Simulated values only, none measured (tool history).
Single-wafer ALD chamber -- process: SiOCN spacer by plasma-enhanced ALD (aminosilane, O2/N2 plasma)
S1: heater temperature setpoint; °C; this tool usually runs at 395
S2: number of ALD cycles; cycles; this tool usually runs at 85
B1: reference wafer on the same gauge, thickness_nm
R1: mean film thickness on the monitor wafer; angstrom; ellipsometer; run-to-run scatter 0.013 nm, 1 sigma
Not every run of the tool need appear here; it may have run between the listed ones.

| run | hour | S1 | S2 | B1 | R1 |
|---|---|---|---|---|---|
| 1 | 0.0 | 404 | 76 | 5.801 | 47.33 |
| 2 | 85.3 | 404 | 76 | 5.819 | 47.38 |
| 3 | 149.8 | 395 | 80 | 5.819 | 50.32 |
| 4 | 241.8 | 395 | 80 | 5.829 | 50.51 |
| 5 | 304.3 | 395 | 80 | 5.835 | 50.59 |
| 6 | 359.0 | 395 | 74 | 5.836 | 46.68 |
| 7 | 403.9 | 395 | 74 | 5.847 | 46.89 |
| 8 | 488.4 | 395 | 74 | 5.846 | 46.68 |
| 9 | 576.7 | 400 | 85 | 5.847 | 53.54 |
| 10 | 679.6 | 400 | 85 | 5.850 | 53.76 |
| 11 | 762.0 | 390 | 72 | 5.853 | 45.36 |
| 12 | 813.0 | 395 | 85 | 5.739 | 53.09 |
| 13 | 899.9 | 403 | 78 | 5.772 | 48.43 |
| 14 | 1005.4 | 381 | 68 | 5.797 | 42.52 |
| 15 | 1084.3 | 407 | 85 | 5.805 | 52.52 |
| 16 | 1208.9 | 395 | 85 | 5.815 | 53.21 |
| 17 | 1291.9 | 395 | 85 | 5.829 | 53.72 |
| 18 | 1367.7 | 395 | 80 | 5.837 | 50.44 |
| 19 | 1469.3 | 400 | 97 | 5.840 | 61.27 |
| 20 | 1516.5 | 399 | 70 | 5.843 | 44.29 |

Withheld: 2 entries from between the runs. Position of each, and hidden state at the listed run before versus the listed run after:
In the gap between runs 9 and 10: thermocouple changed; heater temperature recalibrated (hour 650.9)
  gauge reads high (%): 2.05 -> 2.1
  measured less the result without the state, R1: +1.08 -> +1.11 angstrom
In the gap between runs 11 and 12: gauge calibrated (hour 810.5)
  gauge reads high (%): 2.13 -> 0.28
  measured less the result without the state, R1: +0.95 -> +0.15 angstrom
